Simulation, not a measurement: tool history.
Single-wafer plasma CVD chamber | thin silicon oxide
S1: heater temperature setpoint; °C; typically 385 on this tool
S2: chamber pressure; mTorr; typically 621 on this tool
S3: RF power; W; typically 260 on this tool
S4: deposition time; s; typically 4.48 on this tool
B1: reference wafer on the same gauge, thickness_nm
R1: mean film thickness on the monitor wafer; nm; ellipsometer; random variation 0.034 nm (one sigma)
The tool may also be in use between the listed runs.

Run 1, hour 0: usual settings; B1 6.645. Result: R1 6.142 nm.
Run 2, hour 24.4: usual settings; B1 6.641. Result: R1 6.143 nm.
Run 3, hour 51.6: usual settings; B1 6.641. Result: R1 6.098 nm.
Run 4, hour 70.1: usual settings but S2 725 mTorr; B1 6.637. Result: R1 7.047 nm.
Run 5, hour 105.5: usual settings but S2 725 mTorr; B1 6.638. Result: R1 7.093 nm.
Run 6, hour 133.1: usual settings but S2 725 mTorr; B1 6.628. Result: R1 7.069 nm.
Run 7, hour 148.6: usual settings but S1 396 °C; B1 6.644. Result: R1 6.036 nm.
Run 8, hour 178: usual settings but S1 396 °C; B1 6.651. Result: R1 5.985 nm.
Run 9, hour 202.4: usual settings; B1 6.631. Result: R1 6.119 nm.
At hour 216.4: showerhead replaced, of another model than before.
Run 10, hour 229.4: usual settings; B1 6.641. Result: R1 6.105 nm.
Run 11, hour 249.9: usual settings; B1 6.636. Result: R1 6.108 nm.
Run 12, hour 279.8: usual settings; B1 6.651. Result: R1 6.122 nm.
At hour 304.5: thermocouple changed; heater temperature recalibrated.
Run 13, hour 305: usual settings; B1 6.626. Result: R1 6.054 nm.
Run 14, hour 334.2: usual settings; B1 6.64. Result: R1 6.087 nm.
Run 15, hour 357: usual settings but S1 378 °C, S2 701 mTorr, S3 225 W, S4 4.82 s; B1 6.638. Result: R1 6.626 nm.
Run 16, hour 387.2: usual settings but S1 373 °C, S2 720 mTorr, S4 4.87 s; B1 6.646. Result: R1 7.43 nm.
At hour 392.4: gauge calibrated.
At hour 423.4: capacitance manometer re-zeroed and calibrated.
Run 17, hour 423.9: usual settings but S3 310 W, S4 3.8 s; B1 6.641. Result: R1 5.515 nm.
At hour 432.9: RF generator calibrated.
Run 18, hour 445.5: usual settings; B1 6.637. Result: R1 6.244 nm.
Run 19, hour 477: usual settings but S3 305 W; B1 6.652. Result: R1 6.693 nm.
Run 20, hour 504.5: usual settings but S1 395 °C, S2 472 mTorr; B1 6.65. Result: R1 5.163 nm.
Run 21, hour 534.9: usual settings but S2 691 mTorr; B1 6.649. Result: R1 6.7 nm.
Run 22, hour 564.6: usual settings but S3 210 W; B1 6.641. Result: R1 5.622 nm.
Run 23, hour 579: usual settings but S4 3.82 s; B1 6.641. Result: R1 5.353 nm.
Run 24, hour 600.7: usual settings; B1 6.649. Result: R1 6.23 nm.
Run 25, hour 626: usual settings but S2 761 mTorr, S3 220 W; B1 6.636. Result: R1 6.583 nm.
Run 26, hour 640: usual settings but S3 295 W, S4 3.73 s; B1 6.635. Result: R1 5.424 nm.
Run 27, hour 665.8: usual settings but S3 295 W, S4 3.73 s; B1 6.646. Result: R1 5.501 nm.
Run 28, hour 680: usual settings but S1 396 °C, S2 722 mTorr, S4 4.21 s; B1 6.639. Result: R1 6.448 nm.

Alternative continuations, all from the tool just after run 28; predict every row:
Run A, hour 680.4: usual settings but S4 5 s; B1 ?. Result: R1 ?.
Run B, hour 680.4: usual settings but S3 235 W; B1 ?. Result: R1 ?.
Run C, hour 680.4: usual settings but S2 552 mTorr, S4 5.09 s; B1 ?. Result: R1 ?.
Run D, hour 680.4: usual settings but S2 482 mTorr; B1 ?. Result: R1 ?.
Run E, hour 680.4: usual settings but S2 761 mTorr, S3 210 W, S4 4.23 s; B1 ?. Result: R1 ?.

run     B1     R1
  A  6.652  6.891
  B  6.652  5.901
  C  6.652  6.488
  D  6.652  5.229
  E  6.652  6.092
Without the tool's unlogged condition, the same runs would have read:
run     R1
  A  6.913
  B  5.921
  C  6.509
  D  5.246
  E  6.114

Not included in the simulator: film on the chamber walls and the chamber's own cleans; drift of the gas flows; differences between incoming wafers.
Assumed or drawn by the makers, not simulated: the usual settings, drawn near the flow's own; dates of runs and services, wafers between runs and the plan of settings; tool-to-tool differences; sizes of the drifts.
